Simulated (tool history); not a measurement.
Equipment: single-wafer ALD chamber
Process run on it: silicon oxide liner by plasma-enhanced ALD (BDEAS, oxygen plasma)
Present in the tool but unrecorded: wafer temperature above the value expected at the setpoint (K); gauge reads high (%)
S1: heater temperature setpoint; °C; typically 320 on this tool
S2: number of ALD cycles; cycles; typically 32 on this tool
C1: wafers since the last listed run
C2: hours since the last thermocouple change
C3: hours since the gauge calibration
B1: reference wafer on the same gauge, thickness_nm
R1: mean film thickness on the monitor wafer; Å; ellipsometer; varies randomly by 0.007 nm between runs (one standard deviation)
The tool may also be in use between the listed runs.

| run | hour | S1 | S2 | C1 | C2 | C3 | B1 | R1 |
|---|---|---|---|---|---|---|---|---|
| 1 | 0 | 320 | 35 | 0 | 1834.5 | 994.1 | 3 | 30.75 |
| 2 | 40.4 | 320 | 32 | 403 | 1874.9 | 1034.5 | 3 | 28.18 |
| 3 | 97 | 320 | 32 | 565 | 1931.5 | 1091.1 | 2.999 | 28.22 |
| 4 | 147.7 | 320 | 32 | 506 | 1982.2 | 1141.8 | 3 | 28.34 |
| 5 | 199.1 | 320 | 36 | 513 | 2033.6 | 1193.2 | 3.002 | 31.74 |
| 6 | 256.1 | 320 | 36 | 569 | 2090.6 | 1250.2 | 3.001 | 31.74 |
| 7 | 284.4 | 320 | 32 | 282 | 2118.9 | 1278.5 | 3 | 28.29 |
| 8 | 348.5 | 320 | 32 | 640 | 2183 | 1342.6 | 3.001 | 28.28 |
| 9 | 396 | 312 | 32 | 474 | 2230.5 | 1390.1 | 3.001 | 28.65 |
| 10 | 422.7 | 312 | 32 | 266 | 2257.2 | 1416.8 | 3 | 28.61 |
| 11 | 473 | 327 | 32 | 502 | 2307.5 | 1467.1 | 3 | 28.05 |
| 12 | 540.3 | 327 | 32 | 672 | 2374.8 | 1534.4 | 3 | 28.02 |
| 13 | 576.1 | 327 | 32 | 357 | 2410.6 | 1570.2 | 3 | 28.04 |
| 14 | 632.2 | 309 | 34 | 560 | 2466.7 | 1626.3 | 3 | 30.61 |
| 15 | 693.5 | 326 | 32 | 612 | 2528 | 1687.6 | 2.999 | 28.15 |
| 16 | 755.2 | 326 | 32 | 616 | 2589.7 | 1749.3 | 3 | 28.14 |
| 17 | 826.9 | 326 | 32 | 716 | 2661.4 | 1821 | 3 | 28.1 |
| 18 | 932.8 | 315 | 32 | 1058 | 2767.3 | 1926.9 | 3.001 | 28.58 |
| 19 | 1082.7 | 315 | 32 | 1497 | 2917.2 | 2076.8 | 2.999 | 28.76 |
| 20 | 1121.5 | 313 | 32 | 387 | 2956 | 2115.6 | 3.001 | 28.78 |
| 21 | 1188.7 | 320 | 32 | 671 | 3023.2 | 2182.8 | 3 | 28.61 |
| 22 | 1223 | 320 | 32 | 342 | 3057.5 | 2217.1 | 3 | 28.46 |
| 23 | 1277.4 | 320 | 38 | 543 | 3111.9 | 2271.5 | 3.001 | 33.87 |
|  | 1320.6 | thermocouple changed; heater temperature recalibrated |
| 24 | 1333.5 | 320 | 32 | 480 | 12.9 | 2327.6 | 3 | 28.14 |
| 25 | 1380.9 | 307 | 27 | 473 | 60.3 | 2375 | 2.999 | 24.18 |
| 26 | 1452 | 331 | 38 | 710 | 131.4 | 2446.1 | 3.002 | 32.85 |
| 27 | 1489.2 | 320 | 35 | 371 | 168.6 | 2483.3 | 3 | 30.91 |
| 28 | 1514.4 | 320 | 32 | 251 | 193.8 | 2508.5 | 3.001 | 28.19 |
|  | 1526.9 | gauge calibrated |
| 29 | 1572.7 | 320 | 32 | 582 | 252.1 | 45.8 | 3 | 28.13 |
| 30 | 1611.2 | 308 | 28 | 384 | 290.6 | 84.3 | 2.999 | 25.16 |
| 31 | 1672.7 | 314 | 30 | 614 | 352.1 | 145.8 | 2.999 | 26.56 |
| 32 | 1735.9 | 308 | 29 | 631 | 415.3 | 209 | 3 | 25.94 |

Run 33, settings as shown, results not yet in. Your forecast:
| 33 | 1805.7 | 332 | 38 | 697 | 485.1 | 278.8 | ? | ? |

Run 33 measured B1 2.999, R1 32.7 Å.
On a tool with no hidden condition, and with the same random variation, this run would have come out at R1 32.69 Å.
